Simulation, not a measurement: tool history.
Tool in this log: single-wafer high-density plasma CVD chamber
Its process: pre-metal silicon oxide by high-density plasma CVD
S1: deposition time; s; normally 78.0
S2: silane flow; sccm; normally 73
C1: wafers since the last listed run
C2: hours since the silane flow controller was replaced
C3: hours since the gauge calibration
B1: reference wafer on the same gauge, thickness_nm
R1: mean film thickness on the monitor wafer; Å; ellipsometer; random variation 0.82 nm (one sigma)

run   hour    S1  S2   C1      C2     C3       B1       R1
  1    0.0  66.9  73    0  2664.5  205.4  459.673  4517.79
  2   22.8  66.9  73  302  2687.3  228.2  460.105  4526.61
  3   43.1  66.9  73  269  2707.6  248.5  459.834  4532.27
  4   66.0  78.0  73  303  2730.5  271.4  460.055  5268.76
  5   78.0  78.0  73  159  2742.5  283.4  459.966  5245.79
  6  110.8  78.0  73  434  2775.3  316.2  459.899  5266.67
  7  135.7  78.0  67  330  2800.2  341.1  459.976  4955.59
  8  149.6  78.0  67  184  2814.1  355.0  460.132  4949.17
  9  182.0  78.0  66  429  2846.5  387.4  460.049  4890.83
     192.6  -- gauge calibrated
 10  216.3  78.0  73  454  2880.8   23.7  459.793  5257.53
 11  238.9  78.0  73  299  2903.4   46.3  459.902  5243.03
 12  270.2  93.1  73  414  2934.7   77.6  460.005  6232.09
     325.5  -- silane flow controller replaced
 13  326.0  93.6  79  633     0.5  133.4  459.822  6895.55
 14  333.8  91.5  77  103     8.3  141.2  460.093  6610.20
 15  359.5  78.0  83  340    34.0  166.9  459.864  5972.33
 16  383.3  72.3  80  315    57.8  190.7  460.081  5359.39
 17  399.5  78.0  66  214    74.0  206.9  459.876  5057.97
 18  435.1  89.8  64  471   109.6  242.5  459.911  5695.44
 19  455.1  71.0  82  265   129.6  262.5  460.063  5381.69
 20  474.0  78.0  73  250   148.5  281.4  459.921  5426.33
 21  497.5  78.0  77  311   172.0  304.9  460.125  5643.24

Forecast each of these 5 alternatives for the next run:
  A  497.9  78.0  60   5  172.4  305.3   ?   ?
  B  497.9  67.8  73   5  172.4  305.3   ?   ?
  C  497.9  89.7  68   5  172.4  305.3   ?   ?
  D  497.9  86.0  87   5  172.4  305.3   ?   ?
  E  497.9  92.4  63   5  172.4  305.3   ?   ?

run       B1       R1
  A  460.309  4733.60
  B  460.309  4717.06
  C  460.309  5934.14
  D  460.309  6806.26
  E  460.309  5796.97
Without the tool's unlogged condition, the same runs would have read:
run       R1
  A  4744.60
  B  4728.02
  C  5947.93
  D  6822.08
  E  5810.44
